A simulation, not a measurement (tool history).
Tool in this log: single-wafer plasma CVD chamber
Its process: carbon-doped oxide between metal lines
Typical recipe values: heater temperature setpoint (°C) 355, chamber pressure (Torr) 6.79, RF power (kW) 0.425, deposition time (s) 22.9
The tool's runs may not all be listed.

run,day,heater temperature setpoint (°C),chamber pressure (Torr),RF power (kW),deposition time (s),wafers since the last listed run,hours since the last thermocouple change,hours since the last RF generator calibration,hours since the last manometer calibration,hours since the showerhead was replaced,hours since the gauge calibration,"read-back reference wafer on the same gauge, thickness_nm",mean film thickness on the monitor wafer (nm)
1,0.000,355,6.79,0.425,22.9,0,1106.6,1941.8,810.4,6062.2,92.4,91.521,91.228
2,1.425,355,7.82,0.425,24.6,997,1140.8,1976.0,844.6,6096.4,126.6,91.502,98.701
3,2.529,355,6.79,0.425,26.5,772,1167.3,2002.5,871.1,6122.9,153.1,91.496,105.054
4,3.617,355,6.79,0.425,26.5,761,1193.4,2028.6,897.2,6149.0,179.2,91.497,105.088
5,4.725,355,6.79,0.425,26.5,775,1220.0,2055.2,923.8,6175.6,205.8,91.505,105.388
6,5.279,355,7.38,0.425,20.7,387,1233.3,2068.5,937.1,6188.9,219.1,91.495,83.198
7,5.862,359,6.79,0.425,25.6,408,1247.3,2082.5,951.1,6202.9,233.1,91.476,100.516
8,6.400,359,6.79,0.425,25.6,376,1260.2,2095.4,964.0,6215.8,246.0,91.518,100.147
9,7.742,355,6.79,0.375,22.9,938,1292.4,2127.6,996.2,6248.0,278.2,91.506,84.779
# day 8.138: showerhead replaced
# day 8.138: gauge calibrated
10,8.562,355,8.03,0.425,22.9,341,1312.1,2147.3,1015.9,10.2,10.2,91.496,92.004
11,9.925,345,6.79,0.390,21.4,953,1344.8,2180.0,1048.6,42.9,42.9,91.503,83.738
# day 10.721: capacitance manometer re-zeroed and calibrated
# day 11.412: thermocouple changed; heater temperature recalibrated
# day 11.704: RF generator calibrated
12,11.725,341,8.37,0.385,26.6,587,7.5,0.5,24.1,86.1,86.1,91.510,110.464
13,12.212,342,6.79,0.375,22.9,341,19.2,12.2,35.8,97.8,97.8,91.519,92.266
14,13.496,343,6.79,0.425,22.9,898,50.0,43.0,66.6,128.6,128.6,91.481,98.717
15,14.646,355,6.79,0.425,22.9,804,77.6,70.6,94.2,156.2,156.2,91.493,94.526
16,15.392,368,7.91,0.350,22.9,521,95.5,88.5,112.1,174.1,174.1,91.507,82.320

Below are 3 alternative next runs, each starting from the tool's condition after run 16. Predict each:
A,15.408,355,6.79,0.425,22.9,11,95.9,88.9,112.5,174.5,174.5,?,?
B,15.408,345,6.05,0.455,18.5,11,95.9,88.9,112.5,174.5,174.5,?,?
C,15.408,355,7.87,0.425,20.7,11,95.9,88.9,112.5,174.5,174.5,?,?

run,"read-back reference wafer on the same gauge, thickness_nm",mean film thickness on the monitor wafer (nm)
A,91.529,94.724
B,91.529,81.578
C,91.529,86.700
With the hidden condition removed and each run's random variation left untouched, the same runs would have given:
run,mean film thickness on the monitor wafer (nm)
A,96.024
B,82.698
C,87.890
